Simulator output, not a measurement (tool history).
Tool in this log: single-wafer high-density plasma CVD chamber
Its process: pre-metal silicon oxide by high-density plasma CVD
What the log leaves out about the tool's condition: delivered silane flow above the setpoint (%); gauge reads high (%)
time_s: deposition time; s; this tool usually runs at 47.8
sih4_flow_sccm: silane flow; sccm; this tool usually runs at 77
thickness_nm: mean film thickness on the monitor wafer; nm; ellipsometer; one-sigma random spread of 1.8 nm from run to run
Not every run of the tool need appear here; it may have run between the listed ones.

run   hour  time_s  sih4_flow_sccm  wafers since the last listed run  hours since the silane flow controller was replaced  hours since the gauge calibration  read-back reference wafer on the same gauge, thickness_nm  thickness_nm
  1      0    50.4              88                                 0                                                 3478                              446.9                                                    461.614       483.774
  2   32.4    50.4              88                               593                                               3510.4                              479.3                                                    461.197       481.937
  3   99.9    42.9              66                              1236                                               3577.9                              546.8                                                    462.436       315.508
  4  134.8    47.8              77                               639                                               3612.8                              581.7                                                    462.591       405.466
  5  170.3    47.8              77                               650                                               3648.3                              617.2                                                    462.925       407.422
  6  227.9    41.8              77                              1054                                               3705.9                              674.8                                                    462.708       355.555
  7  276.3    41.8              77                               886                                               3754.3                              723.2                                                    463.203       354.208
  8  323.2    41.8              77                               858                                               3801.2                              770.1                                                    463.438        354.07
  9  382.1    52.3              89                              1078                                               3860.1                                829                                                    463.724        503.47
     438.1  -- silane flow controller replaced
 10  452.2    47.8              77                              1137                                                 14.1                              899.1                                                    464.045       406.632
 11  521.8    42.5              82                              1274                                                 83.7                              968.7                                                    464.037       382.835
 12  551.4    54.7              89                               542                                                113.3                              998.3                                                     463.85       530.298
     600.8  -- gauge calibrated
 13  606.7    55.9              67                              1012                                                168.6                                5.9                                                    452.836       406.347
 14  661.4    55.5              84                              1001                                                223.3                               60.6                                                    454.645       497.568
 15  782.5    53.2              64                              2217                                                344.4                              181.7                                                    457.151       377.988
 16    817    47.8              72                               631                                                378.9                              216.2                                                    458.707       378.022

Predict each of these 3 candidate next runs independently; none follows another, all start after run 16:
  A  817.4    47.8              90                                 7                                                379.3                              216.6                                                          ?             ?
  B  817.4    38.6              91                                 7                                                379.3                              216.6                                                          ?             ?
  C  817.4    47.8              67                                 7                                                379.3                              216.6                                                          ?             ?

run  read-back reference wafer on the same gauge, thickness_nm  thickness_nm
  A                                                    458.489       463.631
  B                                                    458.489       378.195
  C                                                    458.489       355.448
Had the tool no hidden state, the same runs would have come out as:
run  thickness_nm
  A         457.3
  B        373.03
  C       350.594

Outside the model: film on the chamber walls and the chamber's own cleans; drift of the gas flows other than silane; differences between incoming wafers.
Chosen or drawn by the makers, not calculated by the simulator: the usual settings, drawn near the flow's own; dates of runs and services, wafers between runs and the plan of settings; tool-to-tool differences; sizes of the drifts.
